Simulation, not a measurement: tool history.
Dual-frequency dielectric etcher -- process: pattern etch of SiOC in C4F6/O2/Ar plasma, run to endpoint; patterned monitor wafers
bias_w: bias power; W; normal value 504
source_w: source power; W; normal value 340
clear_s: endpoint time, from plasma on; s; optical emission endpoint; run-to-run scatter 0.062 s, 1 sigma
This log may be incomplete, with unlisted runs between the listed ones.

| run | day | bias_w | source_w | wafers since the last listed run | hours since the last wet clean | hours since the last bias power generator calibration | hours since the last source power generator calibration | hours since the last upper electrode change | incoming incoming film thickness, nm | clear_s |
|---|---|---|---|---|---|---|---|---|---|---|
| 1 | 0 | 504 | 340 | 0 | 108 | 4357.7 | 1699.2 | 1956.1 | 42.58 | 16.1 |
| 2 | 3.504 | 504 | 340 | 868 | 192.1 | 4441.8 | 1783.3 | 2040.2 | 42.38 | 16.1 |
| 3 | 6.642 | 504 | 340 | 778 | 267.4 | 4517.1 | 1858.6 | 2115.5 | 42.75 | 16.2 |
| 4 | 9.483 | 593 | 310 | 704 | 335.6 | 4585.3 | 1926.8 | 2183.7 | 42.7 | 16.1 |
| 5 | 11.125 | 504 | 340 | 407 | 375 | 4624.7 | 1966.2 | 2223.1 | 42.15 | 16.1 |
| 6 | 13.467 | 504 | 340 | 580 | 431.2 | 4680.9 | 2022.4 | 2279.3 | 42.25 | 16.3 |
|  | 17.538 | wet clean of the chamber |
| 7 | 17.629 | 504 | 380 | 784 | 2.2 | 4780.8 | 2122.3 | 2379.2 | 42.36 | 15.8 |
| 8 | 20.392 | 504 | 380 | 685 | 68.5 | 4847.1 | 2188.6 | 2445.5 | 42.74 | 15.9 |
|  | 21.733 | bias power generator calibrated |
| 9 | 22.629 | 536 | 340 | 513 | 122.2 | 21.5 | 2242.3 | 2499.2 | 42.51 | 16.4 |
|  | 25.75 | wet clean of the chamber, repeated, since the last time left the tool worse |
| 10 | 26.108 | 416 | 290 | 614 | 8.6 | 105 | 2325.8 | 2582.7 | 43.35 | 18.4 |
|  | 27.325 | upper electrode replaced |
| 11 | 27.7 | 612 | 280 | 146 | 46.8 | 143.2 | 2364 | 9 | 41.82 | 16.1 |
|  | 28.279 | source power generator calibrated |
| 12 | 30.346 | 619 | 340 | 614 | 110.3 | 206.7 | 49.6 | 72.5 | 42.27 | 15 |

Run 13, settings as shown, results not yet in. Your forecast:
| 13 | 34.017 | 414 | 320 | 910 | 198.4 | 294.8 | 137.7 | 160.6 | 42.68 | ? |

{"run 13": {"clear_s": 17.6}}
If the tool had no hidden condition, the same run with the same run-to-run variation would have returned clear_s 17.4 s.
